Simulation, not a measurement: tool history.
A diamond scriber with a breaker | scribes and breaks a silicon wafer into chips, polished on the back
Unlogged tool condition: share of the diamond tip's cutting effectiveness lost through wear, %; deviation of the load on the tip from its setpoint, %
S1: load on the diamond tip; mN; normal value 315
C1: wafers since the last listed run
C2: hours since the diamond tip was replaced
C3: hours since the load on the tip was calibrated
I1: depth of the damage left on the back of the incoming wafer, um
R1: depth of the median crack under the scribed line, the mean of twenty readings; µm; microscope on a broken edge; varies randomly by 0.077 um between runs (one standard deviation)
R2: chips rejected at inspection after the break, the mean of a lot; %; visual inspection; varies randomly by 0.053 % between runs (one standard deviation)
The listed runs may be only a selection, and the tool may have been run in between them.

{"run": 1, "hour": 0.0, "S1": 280, "C1": 0, "C2": 64.1, "C3": 1516, "I1": 0.05, "R1": 7.4, "R2": 2.71}
{"run": 2, "hour": 13.8, "S1": 280, "C1": 37, "C2": 77.9, "C3": 1529.8, "I1": 0.02, "R1": 7.45, "R2": 2.59}
{"run": 3, "hour": 42.6, "S1": 383, "C1": 78, "C2": 106.7, "C3": 1558.6, "I1": 0.02, "R1": 8.52, "R2": 1.61}
{"run": 4, "hour": 70.1, "S1": 371, "C1": 74, "C2": 134.2, "C3": 1586.1, "I1": 0.05, "R1": 8.37, "R2": 1.39}
{"run": 5, "hour": 96.1, "S1": 371, "C1": 70, "C2": 160.2, "C3": 1612.1, "I1": 0.01, "R1": 8.49, "R2": 1.42}
{"run": 6, "hour": 117.8, "S1": 315, "C1": 58, "C2": 181.9, "C3": 1633.8, "I1": 0.03, "R1": 7.64, "R2": 1.98}
{"hour": 145.1, "done": "diamond tip replaced by a new one"}
{"run": 7, "hour": 148.2, "S1": 254, "C1": 77, "C2": 3.1, "C3": 1664.2, "I1": 0.01, "R1": 6.67, "R2": 6.68}
{"run": 8, "hour": 160.7, "S1": 254, "C1": 33, "C2": 15.6, "C3": 1676.7, "I1": 0.02, "R1": 6.54, "R2": 7.49}
{"run": 9, "hour": 177.4, "S1": 256, "C1": 45, "C2": 32.3, "C3": 1693.4, "I1": 0.01, "R1": 6.62, "R2": 7.93}
{"hour": 207.7, "done": "diamond tip replaced by a new one, repeated, since the last time left the tool worse"}
{"run": 10, "hour": 211.2, "S1": 371, "C1": 86, "C2": 3.5, "C3": 1727.2, "I1": 0.04, "R1": 9.01, "R2": 2.03}
{"run": 11, "hour": 229.7, "S1": 315, "C1": 50, "C2": 22, "C3": 1745.7, "I1": 0.04, "R1": 7.99, "R2": 1.53}
{"run": 12, "hour": 243.8, "S1": 315, "C1": 38, "C2": 36.1, "C3": 1759.8, "I1": 0.04, "R1": 8.06, "R2": 1.42}
{"hour": 262.8, "done": "load on the tip recalibrated"}
{"run": 13, "hour": 279.4, "S1": 350, "C1": 91, "C2": 71.7, "C3": 16.6, "I1": 0.03, "R1": 8.43, "R2": 1.42}
{"run": 14, "hour": 300.1, "S1": 227, "C1": 56, "C2": 92.4, "C3": 37.3, "I1": 0.04, "R1": 6.76, "R2": 6.47}
{"run": 15, "hour": 313.0, "S1": 278, "C1": 35, "C2": 105.3, "C3": 50.2, "I1": 0.04, "R1": 7.32, "R2": 3}
{"run": 16, "hour": 332.6, "S1": 263, "C1": 53, "C2": 124.9, "C3": 69.8, "I1": 0.02, "R1": 7.17, "R2": 3.87}
{"run": 17, "hour": 366.0, "S1": 381, "C1": 90, "C2": 158.3, "C3": 103.2, "I1": 0.02, "R1": 8.51, "R2": 1.55}

Consider 3 possible next runs. They are alternatives, not a sequence: every one starts from the tool as it was left by run 17. What does each give?
{"run": "A", "hour": 366.7, "S1": 361, "C1": 1, "C2": 159, "C3": 103.9, "I1": 0.03, "R1": "?", "R2": "?"}
{"run": "B", "hour": 366.7, "S1": 237, "C1": 1, "C2": 159, "C3": 103.9, "I1": 0.03, "R1": "?", "R2": "?"}
{"run": "C", "hour": 366.7, "S1": 345, "C1": 1, "C2": 159, "C3": 103.9, "I1": 0.03, "R1": "?", "R2": "?"}

run=A R1=8.39 R2=1.4
run=B R1=6.87 R2=5.89
run=C R1=8.2 R2=1.42
Without the tool's hidden state the same runs would have given:
run=A R1=8.91 R2=1.95
run=B R1=7.29 R2=3.55
run=C R1=8.71 R2=1.64
